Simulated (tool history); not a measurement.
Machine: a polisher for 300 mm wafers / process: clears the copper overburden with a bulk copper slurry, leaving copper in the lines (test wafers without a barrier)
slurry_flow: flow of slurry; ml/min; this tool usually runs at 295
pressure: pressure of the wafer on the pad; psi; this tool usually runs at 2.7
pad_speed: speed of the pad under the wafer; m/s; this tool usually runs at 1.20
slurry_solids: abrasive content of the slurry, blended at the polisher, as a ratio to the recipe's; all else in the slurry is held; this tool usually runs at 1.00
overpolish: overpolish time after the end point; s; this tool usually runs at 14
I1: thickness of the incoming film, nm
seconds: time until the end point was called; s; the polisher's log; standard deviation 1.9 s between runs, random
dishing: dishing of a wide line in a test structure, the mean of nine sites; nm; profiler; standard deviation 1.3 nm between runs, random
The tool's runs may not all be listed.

{"run": 1, "day": 0.0, "slurry_flow": 295, "pressure": 2.7, "pad_speed": 1.2, "slurry_solids": 1.0, "overpolish": 14, "I1": 982.0, "seconds": 103.5, "dishing": 61.9}
{"run": 2, "day": 0.412, "slurry_flow": 295, "pressure": 2.7, "pad_speed": 1.2, "slurry_solids": 1.0, "overpolish": 14, "I1": 1006.7, "seconds": 107.2, "dishing": 61.8}
{"run": 3, "day": 1.079, "slurry_flow": 295, "pressure": 2.7, "pad_speed": 1.2, "slurry_solids": 1.0, "overpolish": 14, "I1": 982.6, "seconds": 101.9, "dishing": 60.0}
{"run": 4, "day": 1.708, "slurry_flow": 295, "pressure": 2.7, "pad_speed": 1.2, "slurry_solids": 1.0, "overpolish": 11, "I1": 993.6, "seconds": 106.0, "dishing": 51.8}
{"run": 5, "day": 2.292, "slurry_flow": 295, "pressure": 2.7, "pad_speed": 1.2, "slurry_solids": 1.0, "overpolish": 11, "I1": 993.1, "seconds": 106.2, "dishing": 53.7}
{"run": 6, "day": 2.954, "slurry_flow": 295, "pressure": 2.7, "pad_speed": 1.2, "slurry_solids": 1.0, "overpolish": 11, "I1": 1004.4, "seconds": 106.1, "dishing": 52.6}
{"run": 7, "day": 3.383, "slurry_flow": 295, "pressure": 3.1, "pad_speed": 1.2, "slurry_solids": 0.85, "overpolish": 14, "I1": 989.4, "seconds": 91.3, "dishing": 68.0}
{"day": 3.567, "done": "worn pad replaced by a new one"}
{"day": 3.729, "done": "slurry blender recalibrated"}
{"day": 3.804, "done": "slurry nozzle cleaned"}
{"run": 8, "day": 3.825, "slurry_flow": 295, "pressure": 2.7, "pad_speed": 1.2, "slurry_solids": 1.0, "overpolish": 14, "I1": 1005.0, "seconds": 106.9, "dishing": 59.0}
{"run": 9, "day": 4.154, "slurry_flow": 295, "pressure": 2.7, "pad_speed": 1.2, "slurry_solids": 1.0, "overpolish": 14, "I1": 987.6, "seconds": 105.2, "dishing": 57.3}
{"run": 10, "day": 4.775, "slurry_flow": 295, "pressure": 3.2, "pad_speed": 1.2, "slurry_solids": 1.0, "overpolish": 18, "I1": 982.7, "seconds": 93.8, "dishing": 76.5}
{"run": 11, "day": 5.129, "slurry_flow": 295, "pressure": 3.0, "pad_speed": 1.08, "slurry_solids": 0.75, "overpolish": 20, "I1": 978.9, "seconds": 114.4, "dishing": 70.9}
{"day": 5.408, "done": "slurry blender recalibrated, repeated, since the last time left the tool worse"}
{"day": 5.579, "done": "head pressure recalibrated"}
{"run": 12, "day": 5.658, "slurry_flow": 330, "pressure": 2.7, "pad_speed": 1.44, "slurry_solids": 1.0, "overpolish": 14, "I1": 986.4, "seconds": 81.0, "dishing": 69.9}
{"run": 13, "day": 5.929, "slurry_flow": 295, "pressure": 2.7, "pad_speed": 1.44, "slurry_solids": 1.25, "overpolish": 17, "I1": 991.7, "seconds": 78.8, "dishing": 78.1}
{"run": 14, "day": 6.675, "slurry_flow": 295, "pressure": 2.7, "pad_speed": 1.2, "slurry_solids": 1.0, "overpolish": 14, "I1": 985.2, "seconds": 102.1, "dishing": 61.6}
{"run": 15, "day": 7.35, "slurry_flow": 355, "pressure": 2.7, "pad_speed": 1.2, "slurry_solids": 1.0, "overpolish": 14, "I1": 981.1, "seconds": 100.8, "dishing": 62.8}
{"run": 16, "day": 7.938, "slurry_flow": 295, "pressure": 2.7, "pad_speed": 1.2, "slurry_solids": 1.0, "overpolish": 14, "I1": 991.2, "seconds": 102.2, "dishing": 64.0}
{"run": 17, "day": 8.617, "slurry_flow": 295, "pressure": 2.7, "pad_speed": 1.2, "slurry_solids": 1.0, "overpolish": 14, "I1": 1000.0, "seconds": 101.9, "dishing": 62.1}
{"run": 18, "day": 9.038, "slurry_flow": 295, "pressure": 2.7, "pad_speed": 1.2, "slurry_solids": 1.0, "overpolish": 14, "I1": 1000.8, "seconds": 105.8, "dishing": 61.5}
{"run": 19, "day": 9.325, "slurry_flow": 365, "pressure": 2.3, "pad_speed": 1.2, "slurry_solids": 1.0, "overpolish": 14, "I1": 991.9, "seconds": 114.6, "dishing": 56.1}

Run-by-run hidden state of the tool:
removal rate lost through wear of the pad, %: 0 on each run
slurry flow missing at the pad, %: 0 on each run
deviation of the head's pressure from its setpoint, %: 0 on each run
H1: abrasive missing from the slurry, %
run=1 H1=16.1
run=2 H1=17.3
run=3 H1=19.2
run=4 H1=21.1
run=5 H1=22.8
run=6 H1=24.7
run=7 H1=25.9
run=8 H1=41
run=9 H1=42
run=10 H1=43.8
run=11 H1=44.8
run=12 H1=1.68
run=13 H1=2.46
run=14 H1=4.63
run=15 H1=6.59
run=16 H1=8.29
run=17 H1=10.3
run=18 H1=11.5
run=19 H1=12.3
